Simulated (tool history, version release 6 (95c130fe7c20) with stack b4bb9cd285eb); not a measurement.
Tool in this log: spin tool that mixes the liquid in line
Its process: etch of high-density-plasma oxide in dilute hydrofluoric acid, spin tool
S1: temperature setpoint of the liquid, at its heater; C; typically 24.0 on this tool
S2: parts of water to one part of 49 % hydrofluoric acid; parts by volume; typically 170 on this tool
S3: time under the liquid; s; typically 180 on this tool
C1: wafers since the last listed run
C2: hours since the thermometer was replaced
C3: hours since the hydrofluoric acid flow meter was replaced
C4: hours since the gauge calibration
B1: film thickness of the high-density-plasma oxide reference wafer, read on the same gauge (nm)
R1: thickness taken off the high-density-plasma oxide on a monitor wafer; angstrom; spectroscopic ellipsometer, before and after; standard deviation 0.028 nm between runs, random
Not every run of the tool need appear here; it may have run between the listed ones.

run	hour	S1	S2	S3	C1	C2	C3	C4	B1	R1
1	0.0	24.0	170	250	0	2500.9	1595.7	158.6	60.00	113.3
2	32.4	24.0	170	250	305	2533.3	1628.1	191.0	59.97	113.2
3	45.6	24.0	170	250	124	2546.5	1641.3	204.2	60.01	113.5
4	69.2	24.0	170	265	222	2570.1	1664.9	227.8	59.96	120.3
5	89.5	24.0	170	180	191	2590.4	1685.2	248.1	60.00	82.1
# hour 113.8: gauge calibrated
6	116.3	24.0	170	180	252	2617.2	1712.0	2.5	60.02	81.9
# hour 139.9: thermometer replaced
7	148.2	24.0	170	180	291	8.3	1743.9	34.4	60.00	81.8
# hour 154.5: hydrofluoric acid flow meter replaced
8	165.1	24.0	170	180	150	25.2	10.6	51.3	60.00	72.6
9	182.5	19.5	170	70	164	42.6	28.0	68.7	60.02	24.0
10	198.0	22.5	170	210	146	58.1	43.5	84.2	60.01	80.9
11	215.7	21.0	120	115	166	75.8	61.2	101.9	60.01	62.5
12	251.1	24.0	170	80	333	111.2	96.6	137.3	59.99	32.7
13	267.7	24.0	170	180	156	127.8	113.2	153.9	59.98	73.9
14	281.6	21.5	170	270	131	141.7	127.1	167.8	60.01	100.6

Consider 5 possible next runs. They are alternatives, not a sequence: every one starts from the tool as it was left by run 14. What does each give?
A	282.1	24.0	250	180	4	142.2	127.6	168.3	?	?
B	282.1	20.5	230	105	4	142.2	127.6	168.3	?	?
C	282.1	21.0	240	255	4	142.2	127.6	168.3	?	?
D	282.1	26.5	190	115	4	142.2	127.6	168.3	?	?
E	282.1	27.5	170	180	4	142.2	127.6	168.3	?	?

run	B1	R1
A	60.00	45.7
B	60.00	26.0
C	60.00	61.0
D	60.00	44.8
E	60.00	83.3
Take away the tool's hidden state, keep each run's random variation, and the runs would have read:
run	R1
A	45.0
B	25.6
C	60.0
D	44.1
E	82.0
